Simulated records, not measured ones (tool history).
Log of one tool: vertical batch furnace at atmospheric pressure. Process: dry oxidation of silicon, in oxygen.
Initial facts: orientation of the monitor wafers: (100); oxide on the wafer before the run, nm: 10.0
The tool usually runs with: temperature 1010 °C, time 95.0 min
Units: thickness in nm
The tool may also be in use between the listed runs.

| run | hour | temperature | time | read-back reference wafer on the same gauge, thickness | thickness |
|---|---|---|---|---|---|
| 1 | 0.0 | 1010 | 95.0 | 96.77 | 84.20 |
| 2 | 52.6 | 1010 | 95.0 | 96.68 | 84.41 |
| 3 | 99.7 | 1026 | 106.0 | 96.71 | 104.71 |
| 4 | 124.2 | 1026 | 106.0 | 96.67 | 105.17 |
| 5 | 177.8 | 1026 | 106.0 | 96.78 | 104.47 |
| 6 | 228.5 | 1010 | 72.0 | 96.68 | 71.19 |
| 7 | 303.8 | 1010 | 72.0 | 96.75 | 71.37 |
| 8 | 338.3 | 1010 | 95.0 | 96.69 | 85.24 |
| 9 | 377.2 | 1010 | 95.0 | 96.69 | 85.50 |
| 10 | 448.5 | 1010 | 95.0 | 96.69 | 85.49 |
| 11 | 491.4 | 1024 | 59.0 | 96.73 | 68.09 |
| 12 | 523.9 | 1000 | 125.0 | 96.76 | 89.38 |
| 13 | 582.6 | 998 | 62.5 | 96.72 | 55.89 |
| 14 | 607.1 | 1031 | 82.0 | 96.70 | 89.41 |
| 15 | 676.4 | 989 | 64.0 | 96.72 | 52.41 |
| 16 | 735.8 | 1026 | 60.0 | 96.66 | 70.37 |
| 17 | 796.1 | 1023 | 112.0 | 96.67 | 101.79 |
| 18 | 865.5 | 1010 | 95.0 | 96.69 | 81.81 |
| 19 | 900.1 | 998 | 95.0 | 96.69 | 72.86 |

Put back what was entered between runs (3 entries, withheld): which listed runs does each sit between, and how does the hidden state differ from the listed run before to the listed run after?
Between runs 6 and 7: boat lift adjusted (hour 303.3)
  true tube temperature minus thermocouple reading, K: 4.65 -> 4.89
  measured less the result without the state, thickness: +2.95 -> +3.10 nm
Between runs 10 and 11: gauge calibrated (hour 464.6); thermocouples replaced and temperature profile calibrated (hour 479.6)
  true tube temperature minus thermocouple reading, K: 5.35 -> 0.218
  measured less the result without the state, thickness: +4.05 -> +0.13 nm

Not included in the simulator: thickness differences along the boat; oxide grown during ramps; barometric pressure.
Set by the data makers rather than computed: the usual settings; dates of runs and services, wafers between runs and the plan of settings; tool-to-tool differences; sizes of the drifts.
